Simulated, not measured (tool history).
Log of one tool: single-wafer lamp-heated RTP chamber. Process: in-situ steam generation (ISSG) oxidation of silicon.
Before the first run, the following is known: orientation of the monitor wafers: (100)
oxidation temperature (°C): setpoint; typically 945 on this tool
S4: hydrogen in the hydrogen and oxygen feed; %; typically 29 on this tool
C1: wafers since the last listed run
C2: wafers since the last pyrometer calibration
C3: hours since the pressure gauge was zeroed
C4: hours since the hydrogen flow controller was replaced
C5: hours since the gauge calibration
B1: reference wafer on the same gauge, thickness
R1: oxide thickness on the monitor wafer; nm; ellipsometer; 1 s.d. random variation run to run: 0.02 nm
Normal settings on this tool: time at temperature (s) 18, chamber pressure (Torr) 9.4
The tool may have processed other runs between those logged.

run 1 hour=0.0 | oxidation_temperature_(°C)=945 time_at_temperature_(s)=18 chamber_pressure_(Torr)=9.4 S4=29 | C1=0 C2=3082 C3=1806.0 C4=2289.0 C5=556.4 | B1=4.379 | R1=4.449
run 2 hour=56.2 | oxidation_temperature_(°C)=945 time_at_temperature_(s)=18 chamber_pressure_(Torr)=9.4 S4=29 | C1=720 C2=3803 C3=1862.2 C4=2345.2 C5=612.6 | B1=4.376 | R1=4.430
run 3 hour=118.0 | oxidation_temperature_(°C)=945 time_at_temperature_(s)=18 chamber_pressure_(Torr)=9.4 S4=29 | C1=792 C2=4596 C3=1924.0 C4=2407.0 C5=674.4 | B1=4.376 | R1=4.421
run 4 hour=184.1 | oxidation_temperature_(°C)=945 time_at_temperature_(s)=18 chamber_pressure_(Torr)=9.4 S4=29 | C1=847 C2=5444 C3=1990.1 C4=2473.1 C5=740.5 | B1=4.377 | R1=4.409
run 5 hour=214.3 | oxidation_temperature_(°C)=933 time_at_temperature_(s)=18 chamber_pressure_(Torr)=9.4 S4=29 | C1=387 C2=5831 C3=2020.3 C4=2503.3 C5=770.7 | B1=4.380 | R1=4.271
run 6 hour=283.9 | oxidation_temperature_(°C)=945 time_at_temperature_(s)=18 chamber_pressure_(Torr)=9.4 S4=29 | C1=892 C2=6724 C3=2089.9 C4=2572.9 C5=840.3 | B1=4.379 | R1=4.407
-- hour=304.8 pyrometer window cleaned and pyrometer calibrated
run 7 hour=353.0 | oxidation_temperature_(°C)=945 time_at_temperature_(s)=18 chamber_pressure_(Torr)=9.4 S4=29 | C1=783 C2=618 C3=2159.0 C4=2642.0 C5=909.4 | B1=4.380 | R1=4.384
run 8 hour=390.9 | oxidation_temperature_(°C)=945 time_at_temperature_(s)=18 chamber_pressure_(Torr)=9.4 S4=29 | C1=486 C2=1104 C3=2196.9 C4=2679.9 C5=947.3 | B1=4.375 | R1=4.413
run 9 hour=430.3 | oxidation_temperature_(°C)=945 time_at_temperature_(s)=18 chamber_pressure_(Torr)=9.4 S4=29 | C1=505 C2=1609 C3=2236.3 C4=2719.3 C5=986.7 | B1=4.381 | R1=4.420
run 10 hour=489.7 | oxidation_temperature_(°C)=945 time_at_temperature_(s)=14 chamber_pressure_(Torr)=9.4 S4=32 | C1=761 C2=2371 C3=2295.7 C4=2778.7 C5=1046.1 | B1=4.382 | R1=4.101
-- hour=508.4 hydrogen flow controller replaced
run 11 hour=547.3 | oxidation_temperature_(°C)=945 time_at_temperature_(s)=14 chamber_pressure_(Torr)=9.4 S4=32 | C1=636 C2=3007 C3=2353.3 C4=38.9 C5=1103.7 | B1=4.380 | R1=4.078
run 12 hour=608.9 | oxidation_temperature_(°C)=945 time_at_temperature_(s)=16 chamber_pressure_(Torr)=10.2 S4=29 | C1=790 C2=3798 C3=2414.9 C4=100.5 C5=1165.3 | B1=4.377 | R1=4.132
run 13 hour=739.5 | oxidation_temperature_(°C)=945 time_at_temperature_(s)=16 chamber_pressure_(Torr)=10.2 S4=29 | C1=1675 C2=5473 C3=2545.5 C4=231.1 C5=1295.9 | B1=4.381 | R1=4.157
run 14 hour=799.6 | oxidation_temperature_(°C)=945 time_at_temperature_(s)=16 chamber_pressure_(Torr)=10.2 S4=29 | C1=770 C2=6244 C3=2605.6 C4=291.2 C5=1356.0 | B1=4.381 | R1=4.154
-- hour=892.8 pyrometer window cleaned and pyrometer calibrated
-- hour=896.9 pressure gauge zeroed
-- hour=939.1 gauge calibrated
run 15 hour=963.7 | oxidation_temperature_(°C)=958 time_at_temperature_(s)=18 chamber_pressure_(Torr)=8.7 S4=29 | C1=1949 C2=857 C3=66.8 C4=455.3 C5=24.6 | B1=4.380 | R1=4.609
run 16 hour=995.7 | oxidation_temperature_(°C)=932 time_at_temperature_(s)=18 chamber_pressure_(Torr)=9.4 S4=32 | C1=410 C2=1267 C3=98.8 C4=487.3 C5=56.6 | B1=4.379 | R1=4.363
run 17 hour=1021.6 | oxidation_temperature_(°C)=957 time_at_temperature_(s)=18 chamber_pressure_(Torr)=9.4 S4=29 | C1=332 C2=1599 C3=124.7 C4=513.2 C5=82.5 | B1=4.379 | R1=4.583
run 18 hour=1061.7 | oxidation_temperature_(°C)=936 time_at_temperature_(s)=18 chamber_pressure_(Torr)=8.1 S4=32 | C1=514 C2=2114 C3=164.8 C4=553.3 C5=122.6 | B1=4.381 | R1=4.513
run 19 hour=1099.2 | oxidation_temperature_(°C)=945 time_at_temperature_(s)=14 chamber_pressure_(Torr)=9.4 S4=29 | C1=481 C2=2595 C3=202.3 C4=590.8 C5=160.1 | B1=4.380 | R1=4.020
run 20 hour=1131.2 | oxidation_temperature_(°C)=945 time_at_temperature_(s)=15 chamber_pressure_(Torr)=10.2 S4=29 | C1=410 C2=3005 C3=234.3 C4=622.8 C5=192.1 | B1=4.380 | R1=4.055
run 21 hour=1168.4 | oxidation_temperature_(°C)=927 time_at_temperature_(s)=18 chamber_pressure_(Torr)=9.4 S4=29 | C1=477 C2=3482 C3=271.5 C4=660.0 C5=229.3 | B1=4.378 | R1=4.201
run 22 hour=1255.3 | oxidation_temperature_(°C)=945 time_at_temperature_(s)=18 chamber_pressure_(Torr)=10.2 S4=29 | C1=1114 C2=4597 C3=358.4 C4=746.9 C5=316.2 | B1=4.381 | R1=4.340
run 23 hour=1324.1 | oxidation_temperature_(°C)=950 time_at_temperature_(s)=23 chamber_pressure_(Torr)=10.2 S4=32 | C1=882 C2=5480 C3=427.2 C4=815.7 C5=385.0 | B1=4.378 | R1=4.946
run 24 hour=1364.1 | oxidation_temperature_(°C)=945 time_at_temperature_(s)=18 chamber_pressure_(Torr)=9.4 S4=29 | C1=513 C2=5993 C3=467.2 C4=855.7 C5=425.0 | B1=4.382 | R1=4.387
run 25 hour=1402.4 | oxidation_temperature_(°C)=945 time_at_temperature_(s)=11 chamber_pressure_(Torr)=9.4 S4=29 | C1=491 C2=6484 C3=505.5 C4=894.0 C5=463.3 | B1=4.378 | R1=3.683
run 26 hour=1433.7 | oxidation_temperature_(°C)=945 time_at_temperature_(s)=18 chamber_pressure_(Torr)=9.4 S4=32 | C1=401 C2=6886 C3=536.8 C4=925.3 C5=494.6 | B1=4.379 | R1=4.536
run 27 hour=1460.6 | oxidation_temperature_(°C)=945 time_at_temperature_(s)=18 chamber_pressure_(Torr)=8.0 S4=29 | C1=345 C2=7231 C3=563.7 C4=952.2 C5=521.5 | B1=4.380 | R1=4.498
-- hour=1503.4 pyrometer window cleaned and pyrometer calibrated
run 28 hour=1506.6 | oxidation_temperature_(°C)=945 time_at_temperature_(s)=18 chamber_pressure_(Torr)=9.4 S4=29 | C1=487 C2=40 C3=609.7 C4=998.2 C5=567.5 | B1=4.378 | R1=4.406
run 29 hour=1559.0 | oxidation_temperature_(°C)=945 time_at_temperature_(s)=15 chamber_pressure_(Torr)=9.0 S4=29 | C1=672 C2=713 C3=662.1 C4=1050.6 C5=619.9 | B1=4.384 | R1=4.147
run 30 hour=1596.0 | oxidation_temperature_(°C)=945 time_at_temperature_(s)=18 chamber_pressure_(Torr)=9.4 S4=29 | C1=474 C2=1187 C3=699.1 C4=1087.6 C5=656.9 | B1=4.379 | R1=4.409
run 31 hour=1628.9 | oxidation_temperature_(°C)=945 time_at_temperature_(s)=18 chamber_pressure_(Torr)=9.4 S4=29 | C1=422 C2=1609 C3=732.0 C4=1120.5 C5=689.8 | B1=4.383 | R1=4.412

Hidden state, per run?
true wafer temperature minus pyrometer reading, K: 0 in every run
true pressure minus gauge reading, Torr: 0 in every run
deviation of the hydrogen flow from its setpoint, %: 0 in every run
gauge reads high (%): 0 in every run
